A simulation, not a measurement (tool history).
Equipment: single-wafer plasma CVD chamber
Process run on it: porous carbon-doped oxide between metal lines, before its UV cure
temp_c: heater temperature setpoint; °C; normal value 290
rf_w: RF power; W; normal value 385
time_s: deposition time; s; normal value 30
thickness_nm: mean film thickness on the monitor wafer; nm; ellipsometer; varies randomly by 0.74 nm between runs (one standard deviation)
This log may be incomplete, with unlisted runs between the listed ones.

run,day,temp_c,rf_w,time_s,"read-back reference wafer on the same gauge, thickness_nm",thickness_nm
1,0,290,385,30,163.024,141.193
2,1.667,290,385,30,163.108,141.461
3,2.846,290,385,30,162.971,141.573
4,4.017,290,415,30,163.178,150.828
5,5.475,290,415,30,162.946,152.968
6,8.267,290,415,30,162.911,152.666
7,9.517,290,385,30,162.949,142.52
8,11.346,290,385,30,162.839,142.97
9,13.583,290,385,30,163.095,143.277
10,14.758,290,425,30,163.09,156.477
11,16.112,290,425,30,162.934,155.807
12,17.746,290,425,30,163.143,156.597
13,19.05,285,335,35.6,163.078,150.58
14,20.146,282,385,25.3,162.871,125.908
15,22.871,279,430,30,163.08,168.06
16,24.729,290,385,30,162.856,141.545
# day 25.958: showerhead replaced
17,27.625,281,385,30,163.004,149.61
# day 27.888: gauge calibrated
18,29.712,299,320,35.1,162.996,132.021
19,31.967,285,385,30,163.028,148.152
20,34.321,299,405,32.4,163.146,152.403
# day 35.492: RF generator calibrated
21,36.346,299,355,32.8,163.03,136.871
# day 38.238: thermocouple changed; heater temperature recalibrated
22,45.271,285,445,27.9,162.876,153.417
23,47.792,290,385,30,163.127,139.926
24,50.279,284,385,30,162.895,146.65

Consider 5 possible next runs. They are alternatives, not a sequence: every one starts from the tool as it was left by run 24. What does each give?
A,50.296,290,385,31.6,?,?
B,50.296,281,445,26.9,?,?
C,50.296,284,440,31.9,?,?
D,50.296,303,440,30,?,?
E,50.296,290,385,32,?,?

run,"read-back reference wafer on the same gauge, thickness_nm",thickness_nm
A,163.042,145.311
B,163.042,149.52
C,163.042,171.819
D,163.042,146.378
E,163.042,147.097
Without the tool's unlogged condition, the same runs would have read:
run,thickness_nm
A,143.024
B,147.095
C,169.064
D,144.241
E,144.782
